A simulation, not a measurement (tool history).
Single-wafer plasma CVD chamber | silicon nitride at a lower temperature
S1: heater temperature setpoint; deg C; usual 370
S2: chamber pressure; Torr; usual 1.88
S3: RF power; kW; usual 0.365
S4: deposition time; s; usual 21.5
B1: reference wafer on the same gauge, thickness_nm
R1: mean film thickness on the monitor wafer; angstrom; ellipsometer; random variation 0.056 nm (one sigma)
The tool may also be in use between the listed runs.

run   hour   S1    S2     S3    S4      B1      R1
  1      0  370  1.88  0.365  21.5  33.207  285.45
  2   10.5  370  1.88  0.365  21.5  33.207  284.71
  3   23.3  370  1.88  0.365  21.5   33.19  285.83
  4   37.3  370  1.88  0.395  21.5  33.183  305.81
  5   48.5  370  1.88  0.395  21.5  33.214  305.98
  6   63.1  370  1.88  0.395  21.5  33.176  304.87
  7     75  370  1.88  0.365  21.5  33.181  283.02
      96.1  -- thermocouple changed; heater temperature recalibrated
  8   96.6  362  1.88  0.365  21.5  33.211  284.71
  9   99.9  362  1.88  0.365  21.5  33.193  284.89
     115.1  -- showerhead replaced
 10  115.6  362  1.88  0.365  21.5  33.206  283.95
 11  125.2  366  1.88  0.385    20  33.204  276.33
 12  132.3  370   1.6  0.365  19.7  33.216  253.14
 13  138.6  384  1.55   0.39  20.1  33.221  271.86
     151.8  -- RF generator calibrated
 14  155.6  363  1.53  0.305  21.5  33.209  247.39
 15    165  370  1.88  0.365  21.5  33.193  301.95
     166.6  -- gauge calibrated
       175  -- capacitance manometer re-zeroed and calibrated
 16  175.5  370  1.88  0.365  21.5  33.195  301.12
 17    185  370  1.88  0.365  21.5   33.17  301.97
 18  195.4  361  1.71  0.335  21.5  33.198  274.87
 19    213  366  2.22  0.325  21.5   33.18  276.75
 20  220.7  370  1.88  0.365  25.3    33.2  355.08

What the log doesn't show, run by run:
wafer temperature above the value expected at the setpoint (K): 0 in every run
true pressure above the setpoint (%): 0 in every run
gauge reads high (%): 0 in every run
H1: delivered RF power above the setpoint (%)
run       H1
  1    -5.93
  2    -6.01
  3     -6.1
  4     -6.2
  5    -6.28
  6    -6.38
  7    -6.47
  8    -6.63
  9    -6.65
 10    -6.77
 11    -6.84
 12    -6.89
 13    -6.94
 14  -0.0658
 15  -0.0662
 16  -0.0671
 17  -0.0684
 18  -0.0703
 19  -0.0747
 20  -0.0771
